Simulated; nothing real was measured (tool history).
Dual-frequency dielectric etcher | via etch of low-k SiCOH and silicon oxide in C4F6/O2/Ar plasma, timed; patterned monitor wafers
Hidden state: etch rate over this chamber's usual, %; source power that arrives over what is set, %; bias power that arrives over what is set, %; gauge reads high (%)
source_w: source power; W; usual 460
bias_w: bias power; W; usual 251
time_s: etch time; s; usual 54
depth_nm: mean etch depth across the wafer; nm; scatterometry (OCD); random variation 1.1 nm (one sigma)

run	hour	source_w	bias_w	time_s	wafers since the last listed run	hours since the last wet clean	hours since the last source power generator calibration	hours since the last bias power generator calibration	hours since the last upper electrode change	hours since the gauge calibration	read-back reference wafer on the same gauge, depth_nm	depth_nm
1	0	460	251	54	0	181.5	3630.5	2301.9	3741.3	1363.9	170	197.4
2	61.1	400	226	54	576	242.6	3691.6	2363	3802.4	1425	170	178.5
3	104.8	460	251	65.5	412	286.3	3735.3	2406.7	3846.1	1468.7	170.2	233.2
# hour 161.8: wet clean of the chamber
4	211.4	460	251	65.5	779	49.6	3841.9	2513.3	3952.7	1575.3	170	238.9
5	258.1	460	251	54	440	96.3	3888.6	2560	3999.4	1622	170.2	195.4
6	321.1	460	251	54	594	159.3	3951.6	2623	4062.4	1685	170	193.9
7	409	460	251	54	829	247.2	4039.5	2710.9	4150.3	1772.9	169.8	192.9
# hour 490.3: wet clean of the chamber
8	490.8	430	251	54	545	0.5	4121.3	2792.7	4232.1	1854.7	169.8	186.2
9	532	430	251	54	389	41.7	4162.5	2833.9	4273.3	1895.9	170.1	184.6
10	607.4	430	251	54	711	117.1	4237.9	2909.3	4348.7	1971.3	169.9	184.6
# hour 651.7: source power generator calibrated
# hour 779.2: upper electrode replaced
# hour 815.2: wet clean of the chamber, repeated, since the last time left the tool worse
11	815.7	460	251	54	1475	0.5	164	3117.6	36.5	2179.6	170.1	198.2
# hour 849.5: gauge calibrated
12	872.7	410	269	49	538	57.5	221	3174.6	93.5	23.2	169.7	176.8
13	967.5	400	251	69	895	152.3	315.8	3269.4	188.3	118	169.8	242.6
14	1063.1	460	251	54	902	247.9	411.4	3365	283.9	213.6	170.3	195.9
15	1120.5	530	197	54	541	305.3	468.8	3422.4	341.3	271	169.9	187.5
# hour 1183.8: bias power generator calibrated
# hour 1205.1: wet clean of the chamber
16	1210	540	311	42.5	606	4.9	558.3	26.2	430.8	360.5	169.9	175.8
17	1314.2	460	251	54	983	109.1	662.5	130.4	535	464.7	170	194.5
18	1410.9	430	229	62	913	205.8	759.2	227.1	631.7	561.4	170.2	211.6
19	1453	510	199	61.5	397	247.9	801.3	269.2	673.8	603.5	169.9	210.2
# hour 1541.8: wet clean of the chamber
20	1774.6	370	286	44	2809	232.8	1122.9	590.8	995.4	925.1	170.2	155.5
21	1849	370	286	44	702	307.2	1197.3	665.2	1069.8	999.5	170.1	153
# hour 1927.8: wet clean of the chamber
22	1928.3	570	251	54	522	0.5	1276.6	744.5	1149.1	1078.8	170	212.7

Hidden state at the last listed run before each entry between runs and at the first one after, where it differs:
Between runs 3 and 4: wet clean of the chamber (hour 161.8)
  etch rate over this chamber's usual, %: -2.08 -> -0.404
  measured less the result without the state, depth_nm: -4.9 -> -0.9 nm
Between runs 7 and 8: wet clean of the chamber (hour 490.3)
  etch rate over this chamber's usual, %: -1.93 -> -4.39
  measured less the result without the state, depth_nm: -3.8 -> -8.5 nm
Between runs 10 and 11: source power generator calibrated (hour 651.7); upper electrode replaced (hour 779.2); wet clean of the chamber, repeated, since the last time left the tool worse (hour 815.2)
  etch rate over this chamber's usual, %: -5.29 -> 0.432
  measured less the result without the state, depth_nm: -10.3 -> +0.9 nm
Between runs 11 and 12: gauge calibrated (hour 849.5)
  etch rate over this chamber's usual, %: 0.432 -> -0.00816
  measured less the result without the state, depth_nm: +0.9 -> +0 nm
Between runs 15 and 16: bias power generator calibrated (hour 1183.8); wet clean of the chamber (hour 1205.1)
  etch rate over this chamber's usual, %: -1.92 -> 0.0615
  measured less the result without the state, depth_nm: -3.7 -> +0.1 nm
Between runs 19 and 20: wet clean of the chamber (hour 1541.8)
  etch rate over this chamber's usual, %: -1.81 -> -1.77
  measured less the result without the state, depth_nm: -3.9 -> -2.8 nm
Between runs 21 and 22: wet clean of the chamber (hour 1927.8)
  etch rate over this chamber's usual, %: -2.35 -> 0.186
  measured less the result without the state, depth_nm: -3.6 -> +0.4 nm

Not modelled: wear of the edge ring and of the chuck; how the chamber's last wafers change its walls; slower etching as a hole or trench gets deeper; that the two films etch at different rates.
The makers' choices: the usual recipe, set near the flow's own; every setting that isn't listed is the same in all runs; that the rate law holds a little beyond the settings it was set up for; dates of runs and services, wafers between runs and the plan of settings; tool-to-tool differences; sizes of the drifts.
